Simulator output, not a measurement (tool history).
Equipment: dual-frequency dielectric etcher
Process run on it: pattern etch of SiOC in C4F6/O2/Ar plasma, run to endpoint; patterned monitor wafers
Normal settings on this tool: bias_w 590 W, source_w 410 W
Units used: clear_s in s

| run | day | bias_w | source_w | wafers since the last listed run | hours since the last wet clean | hours since the last bias power generator calibration | hours since the last source power generator calibration | hours since the last upper electrode change | incoming incoming film thickness, nm | clear_s |
|---|---|---|---|---|---|---|---|---|---|---|
| 1 | 0 | 590 | 410 | 0 | 460.2 | 1826.2 | 2454.8 | 4452.8 | 52.5 | 15.4 |
| 2 | 0.404 | 590 | 410 | 236 | 469.9 | 1835.9 | 2464.5 | 4462.5 | 52.4 | 15.5 |
| 3 | 0.938 | 590 | 410 | 312 | 482.7 | 1848.7 | 2477.3 | 4475.3 | 52.3 | 15.3 |
| 4 | 1.35 | 590 | 410 | 241 | 492.6 | 1858.6 | 2487.2 | 4485.2 | 52.2 | 15.3 |
| 5 | 2.083 | 590 | 410 | 429 | 510.2 | 1876.2 | 2504.8 | 4502.8 | 51.9 | 15.2 |
|  | 3.258 | upper electrode replaced |
| 6 | 3.279 | 590 | 410 | 114 | 538.9 | 1904.9 | 2533.5 | 0.5 | 51.9 | 15.1 |
| 7 | 3.292 | 590 | 410 | 7 | 539.2 | 1905.2 | 2533.8 | 0.8 | 52.2 | 15.3 |
| 8 | 3.304 | 715 | 450 | 7 | 539.5 | 1905.5 | 2534.1 | 1.1 | 52.5 | 13.3 |
|  | 3.621 | bias power generator calibrated |
|  | 3.625 | source power generator calibrated |
| 9 | 3.996 | 467 | 370 | 305 | 556.1 | 9 | 8.9 | 17.7 | 52.7 | 18.2 |
|  | 5.279 | wet clean of the chamber |
| 10 | 5.3 | 510 | 410 | 177 | 0.5 | 40.3 | 40.2 | 49 | 52.8 | 17.5 |
| 11 | 5.312 | 443 | 450 | 7 | 0.8 | 40.6 | 40.5 | 49.3 | 51.7 | 17.6 |

Expected results for the next run?
| 12 | 5.667 | 692 | 410 | 207 | 9.3 | 49.1 | 49 | 57.8 | 52.8 | ? |

Logged for run 12: clear_s 15 s.
With the hidden condition absent and the run-to-run variation left alone, this run would have shown clear_s 15 s.
